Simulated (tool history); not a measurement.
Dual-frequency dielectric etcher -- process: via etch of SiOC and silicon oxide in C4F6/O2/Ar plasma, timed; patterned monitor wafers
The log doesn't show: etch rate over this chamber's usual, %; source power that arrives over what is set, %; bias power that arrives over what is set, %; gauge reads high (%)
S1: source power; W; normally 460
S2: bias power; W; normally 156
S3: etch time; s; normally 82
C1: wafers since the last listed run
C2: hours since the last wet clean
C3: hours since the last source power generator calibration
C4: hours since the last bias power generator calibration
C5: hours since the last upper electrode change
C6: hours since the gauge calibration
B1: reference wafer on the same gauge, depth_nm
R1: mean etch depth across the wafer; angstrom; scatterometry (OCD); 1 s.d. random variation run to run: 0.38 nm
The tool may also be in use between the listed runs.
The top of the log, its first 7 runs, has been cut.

run 8 hour=104.6 | S1=460 S2=156 S3=63 | C1=57 C2=499.4 C3=52.1 C4=3318.3 C5=48.4 C6=9.8 | B1=107.8 | R1=673
run 9 hour=119.9 | S1=460 S2=156 S3=82 | C1=141 C2=514.7 C3=67.4 C4=3333.6 C5=63.7 C6=25.1 | B1=107.9 | R1=881
run 10 hour=130.3 | S1=460 S2=156 S3=82 | C1=96 C2=525.1 C3=77.8 C4=3344 C5=74.1 C6=35.5 | B1=107.9 | R1=876
run 11 hour=144.9 | S1=460 S2=128 S3=62.5 | C1=135 C2=539.7 C3=92.4 C4=3358.6 C5=88.7 C6=50.1 | B1=107.7 | R1=623
run 12 hour=153.5 | S1=400 S2=183 S3=96.5 | C1=79 C2=548.3 C3=101 C4=3367.2 C5=97.3 C6=58.7 | B1=107.7 | R1=1028
run 13 hour=168.8 | S1=460 S2=156 S3=67.5 | C1=141 C2=563.6 C3=116.3 C4=3382.5 C5=112.6 C6=74 | B1=107.8 | R1=721
-- hour=180.5 bias power generator calibrated
run 14 hour=181 | S1=460 S2=156 S3=82 | C1=75 C2=575.8 C3=128.5 C4=0.5 C5=124.8 C6=86.2 | B1=107.9 | R1=871
run 15 hour=196.2 | S1=460 S2=156 S3=82 | C1=140 C2=591 C3=143.7 C4=15.7 C5=140 C6=101.4 | B1=107.8 | R1=873
run 16 hour=212.6 | S1=460 S2=156 S3=82 | C1=151 C2=607.4 C3=160.1 C4=32.1 C5=156.4 C6=117.8 | B1=107.7 | R1=872
run 17 hour=222.1 | S1=460 S2=173 S3=97.5 | C1=87 C2=616.9 C3=169.6 C4=41.6 C5=165.9 C6=127.3 | B1=107.8 | R1=1070
run 18 hour=238.7 | S1=540 S2=180 S3=65.5 | C1=153 C2=633.5 C3=186.2 C4=58.2 C5=182.5 C6=143.9 | B1=107.9 | R1=787
-- hour=267.8 wet clean of the chamber
run 19 hour=268.3 | S1=460 S2=156 S3=82 | C1=51 C2=0.5 C3=215.8 C4=87.8 C5=212.1 C6=173.5 | B1=107.7 | R1=922
run 20 hour=268.6 | S1=500 S2=156 S3=58.5 | C1=2 C2=0.8 C3=216.1 C4=88.1 C5=212.4 C6=173.8 | B1=107.8 | R1=685
run 21 hour=282.5 | S1=460 S2=156 S3=67.5 | C1=128 C2=14.7 C3=230 C4=102 C5=226.3 C6=187.7 | B1=107.8 | R1=760
run 22 hour=299.3 | S1=340 S2=156 S3=59 | C1=155 C2=31.5 C3=246.8 C4=118.8 C5=243.1 C6=204.5 | B1=107.9 | R1=586
run 23 hour=312.5 | S1=460 S2=156 S3=82 | C1=122 C2=44.7 C3=260 C4=132 C5=256.3 C6=217.7 | B1=107.6 | R1=923
run 24 hour=322.9 | S1=530 S2=122 S3=82 | C1=96 C2=55.1 C3=270.4 C4=142.4 C5=266.7 C6=228.1 | B1=107.9 | R1=891
run 25 hour=340.3 | S1=460 S2=156 S3=74.5 | C1=161 C2=72.5 C3=287.8 C4=159.8 C5=284.1 C6=245.5 | B1=107.8 | R1=832
run 26 hour=354 | S1=460 S2=156 S3=82 | C1=126 C2=86.2 C3=301.5 C4=173.5 C5=297.8 C6=259.2 | B1=107.7 | R1=911
run 27 hour=362.3 | S1=410 S2=189 S3=91.5 | C1=76 C2=94.5 C3=309.8 C4=181.8 C5=306.1 C6=267.5 | B1=107.8 | R1=1039
run 28 hour=379 | S1=460 S2=156 S3=93.5 | C1=154 C2=111.2 C3=326.5 C4=198.5 C5=322.8 C6=284.2 | B1=107.9 | R1=1046

For run 29, what comes out?
run 29 hour=387.6 | S1=560 S2=142 S3=70.5 | C1=79 C2=119.8 C3=335.1 C4=207.1 C5=331.4 C6=292.8 | B1=? | R1=?

B1: 107.7
R1: 831 angstrom
If the tool had no hidden condition, the same run with the same run-to-run variation would have returned R1 834 angstrom.
